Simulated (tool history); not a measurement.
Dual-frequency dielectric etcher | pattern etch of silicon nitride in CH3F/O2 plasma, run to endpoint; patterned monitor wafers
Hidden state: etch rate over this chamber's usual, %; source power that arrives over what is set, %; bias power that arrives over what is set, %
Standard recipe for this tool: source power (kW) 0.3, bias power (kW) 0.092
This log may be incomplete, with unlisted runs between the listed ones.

run,hour,source power (kW),bias power (kW),wafers since the last listed run,hours since the last wet clean,hours since the last source power generator calibration,hours since the last bias power generator calibration,hours since the last upper electrode change,"incoming incoming film thickness, nm",endpoint time (s)
1,0,0.3,0.077,0,23.9,1035.9,2160.7,1229.6,94.5,104
2,88.1,0.3,0.092,374,112,1124,2248.8,1317.7,94.2,98.5
3,187.4,0.3,0.092,421,211.3,1223.3,2348.1,1417,95.2,98.8
4,405.7,0.3,0.092,927,429.6,1441.6,2566.4,1635.3,94.1,95.4
5,449.2,0.26,0.092,184,473.1,1485.1,2609.9,1678.8,94.4,100
6,531.7,0.26,0.092,350,555.6,1567.6,2692.4,1761.3,94,98.9
7,614.2,0.26,0.092,350,638.1,1650.1,2774.9,1843.8,94.4,97.6
# hour 663.3: wet clean of the chamber
8,686,0.3,0.092,202,22.7,1721.9,2846.7,1915.6,94.3,98.6
9,724.8,0.3,0.092,164,61.5,1760.7,2885.5,1954.4,93.6,96.6
10,768,0.3,0.103,183,104.7,1803.9,2928.7,1997.6,94.2,94.1
11,1076.7,0.26,0.109,1310,413.4,2112.6,3237.4,2306.3,94.5,94.3
12,1146.5,0.32,0.103,296,483.2,2182.4,3307.2,2376.1,94.6,90.4
13,1199.9,0.32,0.103,226,536.6,2235.8,3360.6,2429.5,94.2,90.8
14,1273.9,0.36,0.092,314,610.6,2309.8,3434.6,2503.5,94.1,89.1
# hour 1295.2: source power generator calibrated
# hour 1383.1: bias power generator calibrated
# hour 1463.4: wet clean of the chamber
# hour 1614.5: upper electrode replaced
15,1615,0.36,0.092,1210,151.6,319.8,231.9,0.5,94.2,91.9
16,1693.9,0.27,0.109,335,230.5,398.7,310.8,79.4,94.3,94.3
17,1783.2,0.3,0.092,379,319.8,488,400.1,168.7,94.3,98
18,1825.2,0.3,0.102,178,361.8,530,442.1,210.7,93.4,92.3
19,1899.3,0.36,0.082,314,435.9,604.1,516.2,284.8,94.6,93.1
20,1974.3,0.37,0.114,318,510.9,679.1,591.2,359.8,94.8,83.8
21,2048.9,0.25,0.099,316,585.5,753.7,665.8,434.4,94.9,97.1
22,2121.8,0.36,0.109,309,658.4,826.6,738.7,507.3,94.2,84.7
23,2201.4,0.23,0.101,338,738,906.2,818.3,586.9,94.9,99.8
# hour 2283.5: wet clean of the chamber
24,2471.5,0.3,0.092,1045,188,1176.3,1088.4,857,95.1,98
25,2519.8,0.36,0.082,205,236.3,1224.6,1136.7,905.3,94.8,95.6
26,2567.8,0.27,0.103,203,284.3,1272.6,1184.7,953.3,93.8,95.1
27,2669.1,0.38,0.111,430,385.6,1373.9,1286,1054.6,95.2,84.4
28,2767.2,0.34,0.08,416,483.7,1472,1384.1,1152.7,95.4,96.5
29,2953.4,0.26,0.112,790,669.9,1658.2,1570.3,1338.9,93.3,91
# hour 3044.7: wet clean of the chamber
30,3045.2,0.3,0.114,287,0.5,1750,1662.1,1430.7,94.3,92.3
31,3078.9,0.22,0.083,143,34.2,1783.7,1695.8,1464.4,95,112.4
32,3180.2,0.27,0.092,430,135.5,1885,1797.1,1565.7,94.9,101.4
33,3256.6,0.3,0.092,324,211.9,1961.4,1873.5,1642.1,95,97.8
34,3292.7,0.37,0.101,153,248,1997.5,1909.6,1678.2,93.9,88.3
35,3375.7,0.33,0.092,352,331,2080.5,1992.6,1761.2,95.2,95.7

Pick out some run-to-run changes in endpoint time (s). Of each, how much would a tool without hidden state show as well, from the settings, what came in and chance, and how much is left for the hidden state and any gauge scatter not in both results compared?
Run 7 -> 8: source power (kW) 0.26 -> 0.3, wet clean of the chamber. endpoint time (s) +1: hidden state +4.1, all else -3.1.
Run 20 -> 21: source power (kW) 0.37 -> 0.25, bias power (kW) 0.114 -> 0.099. endpoint time (s) +13.3: hidden state -1, all else +14.3.
Run 22 -> 23: source power (kW) 0.36 -> 0.23, bias power (kW) 0.109 -> 0.101. endpoint time (s) +15.1: hidden state -1.2, all else +16.3.
Run 23 -> 24: source power (kW) 0.23 -> 0.3, bias power (kW) 0.101 -> 0.092, wet clean of the chamber. endpoint time (s) -1.8: hidden state +3.6, all else -5.4.
Run 29 -> 30: source power (kW) 0.26 -> 0.3, bias power (kW) 0.112 -> 0.114, wet clean of the chamber. endpoint time (s) +1.3: hidden state +5.1, all else -3.8.
Run 30 -> 31: source power (kW) 0.3 -> 0.22, bias power (kW) 0.114 -> 0.083. endpoint time (s) +20.1: hidden state -0.1, all else +20.2.

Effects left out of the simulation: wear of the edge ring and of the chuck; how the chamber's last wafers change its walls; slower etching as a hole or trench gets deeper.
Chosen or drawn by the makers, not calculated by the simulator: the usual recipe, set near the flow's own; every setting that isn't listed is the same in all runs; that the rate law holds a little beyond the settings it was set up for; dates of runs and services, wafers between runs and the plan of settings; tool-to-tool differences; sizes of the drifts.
